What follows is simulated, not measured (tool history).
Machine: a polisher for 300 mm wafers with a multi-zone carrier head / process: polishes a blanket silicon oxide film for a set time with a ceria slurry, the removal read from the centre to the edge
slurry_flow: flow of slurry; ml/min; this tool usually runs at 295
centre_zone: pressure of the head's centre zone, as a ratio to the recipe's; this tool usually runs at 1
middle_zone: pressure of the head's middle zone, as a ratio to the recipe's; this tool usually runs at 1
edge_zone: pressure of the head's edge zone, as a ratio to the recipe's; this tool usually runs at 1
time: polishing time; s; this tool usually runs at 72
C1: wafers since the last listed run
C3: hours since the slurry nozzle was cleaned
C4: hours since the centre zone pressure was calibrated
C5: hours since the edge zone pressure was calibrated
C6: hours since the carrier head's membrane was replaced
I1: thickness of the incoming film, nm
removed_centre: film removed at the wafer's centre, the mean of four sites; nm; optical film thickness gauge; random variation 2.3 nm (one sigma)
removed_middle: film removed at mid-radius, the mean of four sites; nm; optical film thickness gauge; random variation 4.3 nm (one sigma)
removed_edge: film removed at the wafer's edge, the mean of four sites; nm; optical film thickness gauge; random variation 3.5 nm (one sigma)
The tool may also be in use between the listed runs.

Run 1, hour 0: usual settings but centre_zone 1.07, edge_zone 0.92; C1 0; wafers polished on this pad 2825; C3 465.4; C4 180.9; C5 232; C6 1012.1; I1 1346.8. Result: removed_centre 345.5 nm, removed_middle 338.5 nm, removed_edge 321.7 nm.
At hour 39.3: worn pad replaced by a new one.
Run 2, hour 59.3: usual settings but centre_zone 1.07, edge_zone 0.92; C1 710; wafers polished on this pad 257; C3 524.7; C4 240.2; C5 291.3; C6 1071.4; I1 1341. Result: removed_centre 347.6 nm, removed_middle 328 nm, removed_edge 315.6 nm.
Run 3, hour 97.4: usual settings but centre_zone 1.07, edge_zone 0.92; C1 489; wafers polished on this pad 746; C3 562.8; C4 278.3; C5 329.4; C6 1109.5; I1 1373.9. Result: removed_centre 351.4 nm, removed_middle 337.6 nm, removed_edge 318.4 nm.
At hour 126.1: centre zone pressure recalibrated.
Run 4, hour 147: usual settings but time 56 s; C1 611; wafers polished on this pad 1357; C3 612.4; C4 20.9; C5 379; C6 1159.1; I1 1356.1. Result: removed_centre 257.2 nm, removed_middle 257.7 nm, removed_edge 258.3 nm.
Run 5, hour 215.6: usual settings but time 56 s; C1 880; wafers polished on this pad 2238; C3 681; C4 89.5; C5 447.6; C6 1227.7; I1 1351.5. Result: removed_centre 255.5 nm, removed_middle 259.1 nm, removed_edge 259.4 nm.
Run 6, hour 256: usual settings but time 56 s; C1 518; wafers polished on this pad 2757; C3 721.4; C4 129.9; C5 488; C6 1268.1; I1 1401. Result: removed_centre 256.8 nm, removed_middle 255.4 nm, removed_edge 259.3 nm.
At hour 290.5: worn pad replaced by a new one.
Run 7, hour 291: usual settings but centre_zone 0.91; C1 398; wafers polished on this pad 6; C3 756.4; C4 164.9; C5 523; C6 1303.1; I1 1390.9. Result: removed_centre 295.8 nm, removed_middle 332.3 nm, removed_edge 322.6 nm.
At hour 297: slurry nozzle cleaned.
Run 8, hour 340.7: usual settings but centre_zone 0.91; C1 625; wafers polished on this pad 632; C3 43.7; C4 214.6; C5 572.7; C6 1352.8; I1 1383.6. Result: removed_centre 296.7 nm, removed_middle 340 nm, removed_edge 331.1 nm.
Run 9, hour 382.8: usual settings but centre_zone 0.88, middle_zone 0.93, time 54 s; C1 540; wafers polished on this pad 1172; C3 85.8; C4 256.7; C5 614.8; C6 1394.9; I1 1379.8. Result: removed_centre 217.5 nm, removed_middle 236.9 nm, removed_edge 248.4 nm.
Run 10, hour 446.8: usual settings; C1 821; wafers polished on this pad 1994; C3 149.8; C4 320.7; C5 678.8; C6 1458.9; I1 1365.4. Result: removed_centre 327.9 nm, removed_middle 336.7 nm, removed_edge 329 nm.
Run 11, hour 480.6: usual settings but edge_zone 1.09; C1 434; wafers polished on this pad 2428; C3 183.6; C4 354.5; C5 712.6; C6 1492.7; I1 1350.4. Result: removed_centre 324.7 nm, removed_middle 335.8 nm, removed_edge 343.9 nm.
At hour 486: centre zone pressure recalibrated.
At hour 511.1: carrier head's membrane replaced by a new one.
Run 12, hour 527.8: usual settings but time 64 s; C1 516; wafers polished on this pad 2944; C3 230.8; C4 41.8; C5 759.8; C6 16.7; I1 1364. Result: removed_centre 288.7 nm, removed_middle 296 nm, removed_edge 298.6 nm.
At hour 567.5: worn pad replaced by a new one.
Run 13, hour 578.7: usual settings but middle_zone 1.09, edge_zone 1.03; C1 602; wafers polished on this pad 143; C3 281.7; C4 92.7; C5 810.7; C6 67.6; I1 1367.2. Result: removed_centre 331.6 nm, removed_middle 357.1 nm, removed_edge 332.5 nm.
Run 14, hour 604.8: usual settings but time 95 s; C1 335; wafers polished on this pad 479; C3 307.8; C4 118.8; C5 836.8; C6 93.7; I1 1349.5. Result: removed_centre 435.6 nm, removed_middle 442 nm, removed_edge 437.1 nm.
Run 15, hour 669.2: usual settings but slurry_flow 205 ml/min, middle_zone 1.07, edge_zone 0.88, time 93 s; C1 826; wafers polished on this pad 1305; C3 372.2; C4 183.2; C5 901.2; C6 158.1; I1 1360.9. Result: removed_centre 402 nm, removed_middle 430 nm, removed_edge 386.8 nm.
Run 16, hour 738.9: usual settings but centre_zone 1.1, time 62 s; C1 894; wafers polished on this pad 2200; C3 441.9; C4 252.9; C5 970.9; C6 227.8; I1 1355.8. Result: removed_centre 311.8 nm, removed_middle 292.2 nm, removed_edge 288.9 nm.
At hour 768.6: centre zone pressure recalibrated.
Run 17, hour 779: usual settings but middle_zone 0.89, edge_zone 1.09; C1 489; wafers polished on this pad 2690; C3 482; C4 10.4; C5 1011; C6 267.9; I1 1345.9. Result: removed_centre 327.4 nm, removed_middle 301.3 nm, removed_edge 344.9 nm.
At hour 785.2: edge zone pressure recalibrated.
Run 18, hour 849.5: usual settings but time 49 s; C1 879; wafers polished on this pad 3569; C3 552.5; C4 80.9; C5 64.3; C6 338.4; I1 1377.8. Result: removed_centre 222.4 nm, removed_middle 222.5 nm, removed_edge 225.1 nm.
At hour 869.7: worn pad replaced by a new one.
Run 19, hour 895.5: usual settings but slurry_flow 265 ml/min; C1 539; wafers polished on this pad 331; C3 598.5; C4 126.9; C5 110.3; C6 384.4; I1 1385.3. Result: removed_centre 321.8 nm, removed_middle 323.9 nm, removed_edge 326 nm.
Run 20, hour 928.5: usual settings; C1 423; wafers polished on this pad 755; C3 631.5; C4 159.9; C5 143.3; C6 417.4; I1 1377.6. Result: removed_centre 327 nm, removed_middle 326.5 nm, removed_edge 333.7 nm.
Run 21, hour 988.9: usual settings but slurry_flow 370 ml/min, centre_zone 1.05; C1 775; wafers polished on this pad 1530; C3 691.9; C4 220.3; C5 203.7; C6 477.8; I1 1366.3. Result: removed_centre 352.5 nm, removed_middle 342.1 nm, removed_edge 341.1 nm.
At hour 1034.5: slurry nozzle cleaned.
Run 22, hour 1053.5: usual settings but centre_zone 1.07, edge_zone 0.92; C1 816; wafers polished on this pad 2347; C3 19; C4 284.9; C5 268.3; C6 542.4; I1 1377.1. Result: removed_centre 354.1 nm, removed_middle 335.1 nm, removed_edge 317.7 nm.
At hour 1085.5: centre zone pressure recalibrated.
Run 23, hour 1097: usual settings but slurry_flow 335 ml/min, centre_zone 1.05; C1 532; wafers polished on this pad 2880; C3 62.5; C4 11.5; C5 311.8; C6 585.9; I1 1358.4. Result: removed_centre 347.5 nm, removed_middle 332.9 nm, removed_edge 335.7 nm.

Hidden state at the last listed run before each entry between runs and at the first one after, where it differs:
Runs 1 to 2: worn pad replaced by a new one (hour 39.3)
  both runs share identical hidden conditions
Runs 3 to 4: centre zone pressure recalibrated (hour 126.1)
  both runs share identical hidden conditions
Runs 6 to 7: worn pad replaced by a new one (hour 290.5)
  both runs share identical hidden conditions
Runs 7 to 8: slurry nozzle cleaned (hour 297)
  both runs share identical hidden conditions
Runs 11 to 12: centre zone pressure recalibrated (hour 486); carrier head's membrane replaced by a new one (hour 511.1)
  both runs share identical hidden conditions
Runs 12 to 13: worn pad replaced by a new one (hour 567.5)
  both runs share identical hidden conditions
Runs 16 to 17: centre zone pressure recalibrated (hour 768.6)
  both runs share identical hidden conditions
Runs 17 to 18: edge zone pressure recalibrated (hour 785.2)
  both runs share identical hidden conditions
Runs 18 to 19: worn pad replaced by a new one (hour 869.7)
  both runs share identical hidden conditions
Runs 21 to 22: slurry nozzle cleaned (hour 1034.5)
  both runs share identical hidden conditions
Runs 22 to 23: centre zone pressure recalibrated (hour 1085.5)
  both runs share identical hidden conditions
